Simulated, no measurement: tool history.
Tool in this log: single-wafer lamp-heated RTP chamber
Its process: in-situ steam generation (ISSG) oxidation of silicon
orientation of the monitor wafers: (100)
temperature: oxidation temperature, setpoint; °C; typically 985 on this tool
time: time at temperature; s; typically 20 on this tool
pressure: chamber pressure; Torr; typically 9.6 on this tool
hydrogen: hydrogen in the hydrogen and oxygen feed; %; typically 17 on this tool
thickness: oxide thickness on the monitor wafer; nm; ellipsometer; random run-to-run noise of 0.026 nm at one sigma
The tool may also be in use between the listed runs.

| run | hour | temperature | time | pressure | hydrogen | read-back reference wafer on the same gauge, thickness | thickness |
|---|---|---|---|---|---|---|---|
| 1 | 0.0 | 985 | 20 | 9.6 | 17 | 4.171 | 5.156 |
| 2 | 30.3 | 985 | 20 | 9.6 | 17 | 4.175 | 5.103 |
| 3 | 64.2 | 985 | 22 | 9.6 | 17 | 4.164 | 5.354 |
| 4 | 95.1 | 985 | 20 | 9.6 | 17 | 4.172 | 5.121 |
| 5 | 110.8 | 985 | 20 | 9.6 | 17 | 4.167 | 5.198 |
| 6 | 134.6 | 985 | 20 | 9.6 | 17 | 4.167 | 5.221 |
| 7 | 163.5 | 985 | 20 | 10.2 | 11 | 4.172 | 4.750 |
| 8 | 191.2 | 985 | 20 | 10.2 | 11 | 4.167 | 4.767 |
| 9 | 206.1 | 969 | 20 | 9.6 | 17 | 4.173 | 4.934 |
| 10 | 220.4 | 969 | 20 | 9.6 | 17 | 4.171 | 4.924 |
| 11 | 245.2 | 985 | 17 | 9.6 | 25 | 4.173 | 5.091 |
| 12 | 278.9 | 985 | 20 | 9.6 | 17 | 4.169 | 5.007 |
| 13 | 295.6 | 985 | 13 | 9.6 | 17 | 4.170 | 4.207 |
| 14 | 317.1 | 985 | 20 | 9.6 | 17 | 4.170 | 5.090 |
| 15 | 347.7 | 985 | 25 | 10.2 | 11 | 4.174 | 5.085 |
| 16 | 376.6 | 985 | 16 | 10.2 | 17 | 4.168 | 4.530 |
| 17 | 390.8 | 977 | 12 | 9.6 | 17 | 4.168 | 3.956 |
| 18 | 420.3 | 985 | 20 | 9.6 | 17 | 4.171 | 5.089 |
| 19 | 450.2 | 994 | 20 | 9.6 | 17 | 4.169 | 5.279 |
| 20 | 463.4 | 1000 | 13 | 9.6 | 24 | 4.171 | 4.798 |
| 21 | 484.2 | 985 | 20 | 9.6 | 17 | 4.166 | 5.081 |
| 22 | 497.9 | 972 | 25 | 10.2 | 17 | 4.175 | 5.321 |
| 23 | 521.9 | 985 | 20 | 9.6 | 17 | 4.173 | 5.037 |
| 24 | 572.4 | 985 | 20 | 9.6 | 11 | 4.174 | 4.701 |
| 25 | 608.2 | 993 | 20 | 9.6 | 17 | 4.173 | 5.251 |
| 26 | 643.6 | 985 | 20 | 9.6 | 17 | 4.173 | 5.083 |
| 27 | 659.0 | 966 | 25 | 9.6 | 14 | 4.171 | 5.093 |
| 28 | 688.9 | 985 | 20 | 9.6 | 22 | 4.169 | 5.354 |
| 29 | 712.9 | 978 | 20 | 9.6 | 14 | 4.172 | 4.767 |
| 30 | 726.8 | 1004 | 25 | 9.6 | 17 | 4.171 | 6.207 |
| 31 | 758.9 | 985 | 20 | 9.6 | 17 | 4.177 | 5.123 |

Put back what was entered between runs (5 entries, withheld): which listed runs does each sit between, and how does the hidden state differ from the listed run before to the listed run after?
In the gap between runs 4 and 5: gauge calibrated (hour 109.6); pyrometer window cleaned and pyrometer calibrated (hour 110.0)
  true wafer temperature minus pyrometer reading, K: 7.27 -> 10.7
  measured value less the no-hidden-state value, thickness: +0.139 -> +0.208 nm
In the gap between runs 6 and 7: pressure gauge zeroed (hour 148.1)
  true wafer temperature minus pyrometer reading, K: 11.2 -> 11.8
  measured value less the no-hidden-state value, thickness: +0.219 -> +0.208 nm
In the gap between runs 7 and 8: hydrogen flow controller replaced (hour 190.7)
  true wafer temperature minus pyrometer reading, K: 11.8 -> 12.3
  measured value less the no-hidden-state value, thickness: +0.208 -> +0.218 nm
In the gap between runs 10 and 11: pyrometer window cleaned and pyrometer calibrated, repeated, since the last time left the tool worse (hour 238.2)
  true wafer temperature minus pyrometer reading, K: 12.8 -> 0.699
  measured value less the no-hidden-state value, thickness: +0.214 -> +0.012 nm
